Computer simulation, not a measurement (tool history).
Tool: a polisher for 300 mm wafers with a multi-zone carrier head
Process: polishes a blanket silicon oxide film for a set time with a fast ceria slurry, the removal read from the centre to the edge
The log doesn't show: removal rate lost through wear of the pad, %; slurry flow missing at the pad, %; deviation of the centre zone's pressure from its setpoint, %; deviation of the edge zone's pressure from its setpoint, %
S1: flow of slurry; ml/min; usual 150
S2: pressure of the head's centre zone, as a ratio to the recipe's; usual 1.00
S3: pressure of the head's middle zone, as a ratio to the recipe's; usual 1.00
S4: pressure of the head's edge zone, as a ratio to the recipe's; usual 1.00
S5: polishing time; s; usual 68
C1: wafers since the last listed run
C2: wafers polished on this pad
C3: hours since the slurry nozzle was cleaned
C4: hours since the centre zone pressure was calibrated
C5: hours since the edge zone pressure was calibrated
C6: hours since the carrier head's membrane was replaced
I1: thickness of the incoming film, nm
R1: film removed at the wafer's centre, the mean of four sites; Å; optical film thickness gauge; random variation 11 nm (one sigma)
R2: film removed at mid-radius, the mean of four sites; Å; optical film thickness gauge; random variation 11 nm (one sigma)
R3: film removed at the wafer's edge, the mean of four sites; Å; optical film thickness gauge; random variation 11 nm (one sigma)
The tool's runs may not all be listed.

{"run": 1, "hour": 0.0, "S1": 150, "S2": 1.0, "S3": 1.0, "S4": 1.0, "S5": 68, "C1": 0, "C2": 67, "C3": 550.3, "C4": 814.7, "C5": 265.9, "C6": 594.4, "I1": 2872.2, "R1": 8266, "R2": 8143, "R3": 8561}
{"run": 2, "hour": 19.8, "S1": 150, "S2": 1.0, "S3": 1.0, "S4": 1.0, "S5": 68, "C1": 236, "C2": 304, "C3": 570.1, "C4": 834.5, "C5": 285.7, "C6": 614.2, "I1": 2848.6, "R1": 8037, "R2": 7944, "R3": 8126}
{"run": 3, "hour": 33.6, "S1": 150, "S2": 1.0, "S3": 1.0, "S4": 1.0, "S5": 68, "C1": 165, "C2": 470, "C3": 583.9, "C4": 848.3, "C5": 299.5, "C6": 628.0, "I1": 2876.3, "R1": 7725, "R2": 7788, "R3": 8120}
{"run": 4, "hour": 47.2, "S1": 150, "S2": 1.0, "S3": 1.0, "S4": 1.0, "S5": 68, "C1": 162, "C2": 632, "C3": 597.5, "C4": 861.9, "C5": 313.1, "C6": 641.6, "I1": 2892.3, "R1": 7508, "R2": 7593, "R3": 7784}
{"run": 5, "hour": 72.9, "S1": 150, "S2": 1.0, "S3": 1.0, "S4": 1.0, "S5": 68, "C1": 307, "C2": 940, "C3": 623.2, "C4": 887.6, "C5": 338.8, "C6": 667.3, "I1": 2929.5, "R1": 7310, "R2": 7444, "R3": 7715}
{"run": 6, "hour": 88.5, "S1": 150, "S2": 1.0, "S3": 1.0, "S4": 1.0, "S5": 68, "C1": 186, "C2": 1127, "C3": 638.8, "C4": 903.2, "C5": 354.4, "C6": 682.9, "I1": 2876.6, "R1": 7314, "R2": 7285, "R3": 7544}
{"run": 7, "hour": 116.2, "S1": 150, "S2": 1.0, "S3": 1.0, "S4": 1.0, "S5": 68, "C1": 331, "C2": 1458, "C3": 666.5, "C4": 930.9, "C5": 382.1, "C6": 710.6, "I1": 2938.0, "R1": 7255, "R2": 7274, "R3": 7517}
{"hour": 129.3, "done": "worn pad replaced by a new one"}
{"hour": 150.3, "done": "edge zone pressure recalibrated"}
{"run": 8, "hour": 151.2, "S1": 150, "S2": 1.0, "S3": 1.0, "S4": 1.0, "S5": 68, "C1": 347, "C2": 238, "C3": 701.5, "C4": 965.9, "C5": 0.9, "C6": 745.6, "I1": 2875.6, "R1": 7634, "R2": 7819, "R3": 7945}
{"run": 9, "hour": 175.7, "S1": 150, "S2": 1.0, "S3": 1.0, "S4": 1.0, "S5": 68, "C1": 293, "C2": 531, "C3": 726.0, "C4": 990.4, "C5": 25.4, "C6": 770.1, "I1": 2846.8, "R1": 7506, "R2": 7293, "R3": 7808}
{"run": 10, "hour": 211.2, "S1": 150, "S2": 1.0, "S3": 0.89, "S4": 1.0, "S5": 56, "C1": 424, "C2": 956, "C3": 761.5, "C4": 1025.9, "C5": 60.9, "C6": 805.6, "I1": 2923.6, "R1": 5953, "R2": 5335, "R3": 6357}
{"run": 11, "hour": 226.9, "S1": 150, "S2": 0.92, "S3": 0.95, "S4": 1.0, "S5": 68, "C1": 187, "C2": 1144, "C3": 777.2, "C4": 1041.6, "C5": 76.6, "C6": 821.3, "I1": 2920.3, "R1": 6430, "R2": 6930, "R3": 7508}
{"hour": 254.6, "done": "worn pad replaced by a new one"}
{"run": 12, "hour": 255.1, "S1": 150, "S2": 1.0, "S3": 0.89, "S4": 1.0, "S5": 56, "C1": 289, "C2": 5, "C3": 805.4, "C4": 1069.8, "C5": 104.8, "C6": 849.5, "I1": 2889.9, "R1": 6539, "R2": 5948, "R3": 6927}
{"hour": 268.3, "done": "centre zone pressure recalibrated"}
{"run": 13, "hour": 279.8, "S1": 195, "S2": 1.0, "S3": 0.93, "S4": 1.0, "S5": 68, "C1": 271, "C2": 277, "C3": 830.1, "C4": 11.5, "C5": 129.5, "C6": 874.2, "I1": 2859.6, "R1": 8066, "R2": 7519, "R3": 8155}
{"hour": 301.6, "done": "slurry nozzle cleaned"}
{"run": 14, "hour": 312.0, "S1": 105, "S2": 1.09, "S3": 1.0, "S4": 1.0, "S5": 68, "C1": 373, "C2": 650, "C3": 10.4, "C4": 43.7, "C5": 161.7, "C6": 906.4, "I1": 2907.8, "R1": 7936, "R2": 7529, "R3": 7856}
{"run": 15, "hour": 333.1, "S1": 150, "S2": 0.92, "S3": 0.95, "S4": 1.0, "S5": 68, "C1": 252, "C2": 903, "C3": 31.5, "C4": 64.8, "C5": 182.8, "C6": 927.5, "I1": 2944.0, "R1": 7294, "R2": 7529, "R3": 8053}

Run 16 comes next. What will it give?
{"run": 16, "hour": 367.2, "S1": 150, "S2": 1.0, "S3": 1.09, "S4": 0.93, "S5": 88, "C1": 408, "C2": 1311, "C3": 65.6, "C4": 98.9, "C5": 216.9, "C6": 961.6, "I1": 2957.1, "R1": "?", "R2": "?", "R3": "?"}

Run 16 gave R1 10256 Å, R2 10754 Å, R3 9933 Å.
Without the tool's hidden state the same run would have given R1 11790 Å, R2 12347 Å, R3 11376 Å.
